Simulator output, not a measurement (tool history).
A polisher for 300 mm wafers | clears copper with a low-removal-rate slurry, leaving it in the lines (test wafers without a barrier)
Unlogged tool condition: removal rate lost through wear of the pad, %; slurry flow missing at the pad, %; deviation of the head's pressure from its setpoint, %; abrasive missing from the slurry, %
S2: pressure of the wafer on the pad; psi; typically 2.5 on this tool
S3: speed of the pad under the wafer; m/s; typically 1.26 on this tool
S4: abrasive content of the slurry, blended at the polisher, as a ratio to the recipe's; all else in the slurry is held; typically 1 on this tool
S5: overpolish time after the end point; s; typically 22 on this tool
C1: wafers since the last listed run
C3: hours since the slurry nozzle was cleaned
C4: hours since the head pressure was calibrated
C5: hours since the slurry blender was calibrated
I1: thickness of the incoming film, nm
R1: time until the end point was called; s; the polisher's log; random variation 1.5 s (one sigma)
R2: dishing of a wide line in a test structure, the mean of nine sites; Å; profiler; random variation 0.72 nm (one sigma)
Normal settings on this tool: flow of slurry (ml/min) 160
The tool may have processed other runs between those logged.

Run 1, hour 0: usual settings; C1 0; wafers polished on this pad 462; C3 222.3; C4 1197.4; C5 88.6; I1 416.2. Result: R1 174.3 s, R2 378 Å.
Run 2, hour 10.9: usual settings but S2 2.1 psi, S3 1.44 m/s; C1 53; wafers polished on this pad 516; C3 233.2; C4 1208.3; C5 99.5; I1 419.8. Result: R1 178.7 s, R2 365 Å.
Run 3, hour 24.4: usual settings; C1 66; wafers polished on this pad 582; C3 246.7; C4 1221.8; C5 113; I1 426.7. Result: R1 175 s, R2 378 Å.
At hour 31.4: worn pad replaced by a new one.
Run 4, hour 37.1: usual settings; C1 42; wafers polished on this pad 27; C3 259.4; C4 1234.5; C5 125.7; I1 417.1. Result: R1 173.3 s, R2 385 Å.
Run 5, hour 44.2: usual settings; C1 34; wafers polished on this pad 62; C3 266.5; C4 1241.6; C5 132.8; I1 422.7. Result: R1 176 s, R2 382 Å.
Run 6, hour 57.6: usual settings; C1 65; wafers polished on this pad 128; C3 279.9; C4 1255; C5 146.2; I1 418.6. Result: R1 174.5 s, R2 389 Å.
Run 7, hour 71.5: usual settings; C1 68; wafers polished on this pad 196; C3 293.8; C4 1268.9; C5 160.1; I1 428.8. Result: R1 182.4 s, R2 382 Å.
Run 8, hour 79: usual settings; C1 36; wafers polished on this pad 233; C3 301.3; C4 1276.4; C5 167.6; I1 415.5. Result: R1 175.8 s, R2 380 Å.
At hour 87.8: slurry blender recalibrated.
Run 9, hour 88.2: usual settings but S2 2.3 psi; C1 35; wafers polished on this pad 269; C3 310.5; C4 1285.6; C5 0.4; I1 420.5. Result: R1 188.2 s, R2 360 Å.
Run 10, hour 96.8: usual settings but S2 2.3 psi; C1 42; wafers polished on this pad 311; C3 319.1; C4 1294.2; C5 9; I1 417.3. Result: R1 187.5 s, R2 365 Å.
Run 11, hour 105.1: usual settings but S2 2.3 psi; C1 40; wafers polished on this pad 352; C3 327.4; C4 1302.5; C5 17.3; I1 425. Result: R1 189.4 s, R2 354 Å.
Run 12, hour 118.9: usual settings; C1 67; wafers polished on this pad 419; C3 341.2; C4 1316.3; C5 31.1; I1 428.4. Result: R1 178 s, R2 378 Å.
Run 13, hour 136.1: usual settings but S3 1.38 m/s; C1 84; wafers polished on this pad 504; C3 358.4; C4 1333.5; C5 48.3; I1 417.1. Result: R1 158.4 s, R2 416 Å.
Run 14, hour 153.8: usual settings but S3 1 m/s, S4 1.15; C1 86; wafers polished on this pad 591; C3 376.1; C4 1351.2; C5 66; I1 419.1. Result: R1 209.8 s, R2 330 Å.
Run 15, hour 167.3: usual settings but S3 1.1 m/s; C1 66; wafers polished on this pad 657; C3 389.6; C4 1364.7; C5 79.5; I1 418.4. Result: R1 202 s, R2 348 Å.
At hour 178: worn pad replaced by a new one.
Run 16, hour 178.5: usual settings; C1 35; wafers polished on this pad 2; C3 400.8; C4 1375.9; C5 90.7; I1 419.9. Result: R1 175.1 s, R2 373 Å.
Run 17, hour 188: usual settings but S2 2.2 psi, S4 1.15; C1 46; wafers polished on this pad 48; C3 410.3; C4 1385.4; C5 100.2; I1 418.3. Result: R1 186.8 s, R2 359 Å.
Run 18, hour 205.5: usual settings but flow of slurry (ml/min) 190; C1 85; wafers polished on this pad 134; C3 427.8; C4 1402.9; C5 117.7; I1 413.9. Result: R1 168.7 s, R2 387 Å.
At hour 212.6: slurry nozzle cleaned.
At hour 212.7: head pressure recalibrated.
Run 19, hour 221: usual settings; C1 70; wafers polished on this pad 205; C3 8.4; C4 8.3; C5 133.2; I1 420.7. Result: R1 178.2 s, R2 381 Å.
At hour 230.7: slurry blender recalibrated.
Run 20, hour 231.9: usual settings but S4 0.85, S5 16 s; C1 43; wafers polished on this pad 249; C3 19.3; C4 19.2; C5 1.2; I1 423.2. Result: R1 184.7 s, R2 291 Å.
Run 21, hour 243.6: usual settings but S2 3 psi, S3 1.52 m/s, S5 11 s; C1 57; wafers polished on this pad 306; C3 31; C4 30.9; C5 12.9; I1 421.8. Result: R1 124.4 s, R2 291 Å.
Run 22, hour 254.6: usual settings but S4 1.2; C1 54; wafers polished on this pad 360; C3 42; C4 41.9; C5 23.9; I1 420.1. Result: R1 169.3 s, R2 381 Å.
Run 23, hour 272.6: usual settings but flow of slurry (ml/min) 120, S4 1.2; C1 88; wafers polished on this pad 449; C3 60; C4 59.9; C5 41.9; I1 418.1. Result: R1 171.6 s, R2 382 Å.
Run 24, hour 282.9: usual settings; C1 50; wafers polished on this pad 499; C3 70.3; C4 70.2; C5 52.2; I1 422.6. Result: R1 174.2 s, R2 392 Å.
Run 25, hour 294.4: usual settings but flow of slurry (ml/min) 105; C1 56; wafers polished on this pad 556; C3 81.8; C4 81.7; C5 63.7; I1 420.3. Result: R1 182.2 s, R2 374 Å.

Across each entry between runs, compare the hidden state at the last listed run before it with the hidden state at the first listed run after it:
After run 3, before run 4: worn pad replaced by a new one (hour 31.4)
  nothing in the hidden state changes from one run to the other
After run 8, before run 9: slurry blender recalibrated (hour 87.8)
  nothing in the hidden state changes from one run to the other
After run 15, before run 16: worn pad replaced by a new one (hour 178)
  nothing in the hidden state changes from one run to the other
After run 18, before run 19: slurry nozzle cleaned (hour 212.6); head pressure recalibrated (hour 212.7)
  nothing in the hidden state changes from one run to the other
After run 19, before run 20: slurry blender recalibrated (hour 230.7)
  nothing in the hidden state changes from one run to the other

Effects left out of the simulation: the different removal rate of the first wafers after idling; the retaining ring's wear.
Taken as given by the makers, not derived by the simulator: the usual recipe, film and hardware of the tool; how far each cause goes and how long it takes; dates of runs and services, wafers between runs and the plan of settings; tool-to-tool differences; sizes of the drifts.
